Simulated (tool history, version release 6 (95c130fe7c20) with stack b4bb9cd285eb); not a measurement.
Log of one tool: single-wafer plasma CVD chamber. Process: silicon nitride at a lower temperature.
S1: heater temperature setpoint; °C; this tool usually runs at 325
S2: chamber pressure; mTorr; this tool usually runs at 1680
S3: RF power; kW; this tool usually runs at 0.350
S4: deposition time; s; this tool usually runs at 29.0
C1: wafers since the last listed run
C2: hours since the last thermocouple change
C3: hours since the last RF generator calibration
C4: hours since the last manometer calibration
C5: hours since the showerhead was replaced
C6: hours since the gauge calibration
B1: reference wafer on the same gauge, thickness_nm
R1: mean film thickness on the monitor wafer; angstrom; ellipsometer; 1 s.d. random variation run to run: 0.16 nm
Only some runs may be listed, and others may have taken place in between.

{"run": 1, "day": 0.0, "S1": 325, "S2": 1680, "S3": 0.35, "S4": 29.0, "C1": 0, "C2": 1339.9, "C3": 463.1, "C4": 637.7, "C5": 4355.9, "C6": 79.5, "B1": 41.456, "R1": 386.17}
{"run": 2, "day": 6.367, "S1": 325, "S2": 1680, "S3": 0.35, "S4": 29.0, "C1": 3956, "C2": 1492.7, "C3": 615.9, "C4": 790.5, "C5": 4508.7, "C6": 232.3, "B1": 41.375, "R1": 383.89}
{"run": 3, "day": 8.908, "S1": 334, "S2": 1680, "S3": 0.35, "S4": 30.2, "C1": 1579, "C2": 1553.7, "C3": 676.9, "C4": 851.5, "C5": 4569.7, "C6": 293.3, "B1": 41.373, "R1": 398.7}
{"run": 4, "day": 11.317, "S1": 334, "S2": 1680, "S3": 0.35, "S4": 30.2, "C1": 1496, "C2": 1611.5, "C3": 734.7, "C4": 909.3, "C5": 4627.5, "C6": 351.1, "B1": 41.468, "R1": 397.85}
{"run": 5, "day": 12.429, "S1": 334, "S2": 1680, "S3": 0.35, "S4": 30.2, "C1": 691, "C2": 1638.2, "C3": 761.4, "C4": 936.0, "C5": 4654.2, "C6": 377.8, "B1": 41.402, "R1": 396.85}
{"run": 6, "day": 14.783, "S1": 325, "S2": 1680, "S3": 0.35, "S4": 33.6, "C1": 1463, "C2": 1694.7, "C3": 817.9, "C4": 992.5, "C5": 4710.7, "C6": 434.3, "B1": 41.411, "R1": 440.86}
{"run": 7, "day": 16.229, "S1": 325, "S2": 1990, "S3": 0.35, "S4": 29.0, "C1": 898, "C2": 1729.4, "C3": 852.6, "C4": 1027.2, "C5": 4745.4, "C6": 469.0, "B1": 41.418, "R1": 400.38}
{"day": 18.25, "done": "capacitance manometer re-zeroed and calibrated"}
{"run": 8, "day": 18.667, "S1": 325, "S2": 1990, "S3": 0.35, "S4": 29.0, "C1": 1307, "C2": 1787.9, "C3": 911.1, "C4": 10.0, "C5": 4803.9, "C6": 527.5, "B1": 41.442, "R1": 398.35}
{"day": 19.45, "done": "RF generator calibrated"}
{"day": 19.529, "done": "showerhead replaced"}
{"run": 9, "day": 20.95, "S1": 325, "S2": 1680, "S3": 0.35, "S4": 29.0, "C1": 1163, "C2": 1842.7, "C3": 36.0, "C4": 64.8, "C5": 34.1, "C6": 582.3, "B1": 41.343, "R1": 392.34}
{"run": 10, "day": 22.15, "S1": 325, "S2": 1680, "S3": 0.35, "S4": 29.0, "C1": 745, "C2": 1871.5, "C3": 64.8, "C4": 93.6, "C5": 62.9, "C6": 611.1, "B1": 41.408, "R1": 389.18}
{"run": 11, "day": 24.612, "S1": 325, "S2": 1680, "S3": 0.35, "S4": 30.6, "C1": 1530, "C2": 1930.6, "C3": 123.9, "C4": 152.7, "C5": 122.0, "C6": 670.2, "B1": 41.392, "R1": 412.62}
{"run": 12, "day": 27.429, "S1": 325, "S2": 1680, "S3": 0.31, "S4": 29.0, "C1": 1750, "C2": 1998.2, "C3": 191.5, "C4": 220.3, "C5": 189.6, "C6": 737.8, "B1": 41.347, "R1": 342.6}
{"day": 28.65, "done": "gauge calibrated"}
{"run": 13, "day": 29.696, "S1": 325, "S2": 1840, "S3": 0.29, "S4": 27.5, "C1": 1408, "C2": 2052.6, "C3": 245.9, "C4": 274.7, "C5": 244.0, "C6": 25.1, "B1": 41.391, "R1": 309.83}
{"run": 14, "day": 31.921, "S1": 325, "S2": 1680, "S3": 0.35, "S4": 30.6, "C1": 1382, "C2": 2106.0, "C3": 299.3, "C4": 328.1, "C5": 297.4, "C6": 78.5, "B1": 41.413, "R1": 408.02}
{"day": 32.883, "done": "thermocouple changed; heater temperature recalibrated"}
{"run": 15, "day": 34.912, "S1": 325, "S2": 1680, "S3": 0.35, "S4": 30.9, "C1": 1652, "C2": 48.7, "C3": 371.1, "C4": 399.9, "C5": 369.2, "C6": 150.3, "B1": 41.427, "R1": 412.16}
{"run": 16, "day": 37.283, "S1": 325, "S2": 1570, "S3": 0.38, "S4": 32.7, "C1": 1473, "C2": 105.6, "C3": 428.0, "C4": 456.8, "C5": 426.1, "C6": 207.2, "B1": 41.435, "R1": 462.42}
{"run": 17, "day": 40.242, "S1": 319, "S2": 1860, "S3": 0.39, "S4": 29.0, "C1": 1838, "C2": 176.6, "C3": 499.0, "C4": 527.8, "C5": 497.1, "C6": 278.2, "B1": 41.379, "R1": 438.17}
{"run": 18, "day": 41.983, "S1": 338, "S2": 1930, "S3": 0.35, "S4": 30.5, "C1": 1082, "C2": 218.4, "C3": 540.8, "C4": 569.6, "C5": 538.9, "C6": 320.0, "B1": 41.423, "R1": 419.91}
{"run": 19, "day": 43.917, "S1": 325, "S2": 1680, "S3": 0.35, "S4": 27.4, "C1": 1201, "C2": 264.8, "C3": 587.2, "C4": 616.0, "C5": 585.3, "C6": 366.4, "B1": 41.427, "R1": 363.05}
{"run": 20, "day": 45.979, "S1": 325, "S2": 1680, "S3": 0.35, "S4": 29.0, "C1": 1281, "C2": 314.3, "C3": 636.7, "C4": 665.5, "C5": 634.8, "C6": 415.9, "B1": 41.396, "R1": 382.04}
{"run": 21, "day": 48.933, "S1": 315, "S2": 2040, "S3": 0.29, "S4": 23.5, "C1": 1835, "C2": 385.2, "C3": 707.6, "C4": 736.4, "C5": 705.7, "C6": 486.8, "B1": 41.441, "R1": 270.87}

Results for each run, recomputed without the tool's hidden state and with each run's random variation untouched:
Hidden state at play: wafer temperature above the value expected at the setpoint (K); delivered RF power above the setpoint (%); true pressure above the setpoint (%); gauge reads high (%).
run=1 R1=392.85
run=2 R1=392.32
run=3 R1=408.20
run=4 R1=408.04
run=5 R1=407.34
run=6 R1=453.28
run=7 R1=412.09
run=8 R1=410.73
run=9 R1=393.32
run=10 R1=390.48
run=11 R1=414.71
run=12 R1=345.18
run=13 R1=312.80
run=14 R1=412.20
run=15 R1=417.26
run=16 R1=468.70
run=17 R1=444.81
run=18 R1=427.24
run=19 R1=369.90
run=20 R1=389.83
run=21 R1=277.65

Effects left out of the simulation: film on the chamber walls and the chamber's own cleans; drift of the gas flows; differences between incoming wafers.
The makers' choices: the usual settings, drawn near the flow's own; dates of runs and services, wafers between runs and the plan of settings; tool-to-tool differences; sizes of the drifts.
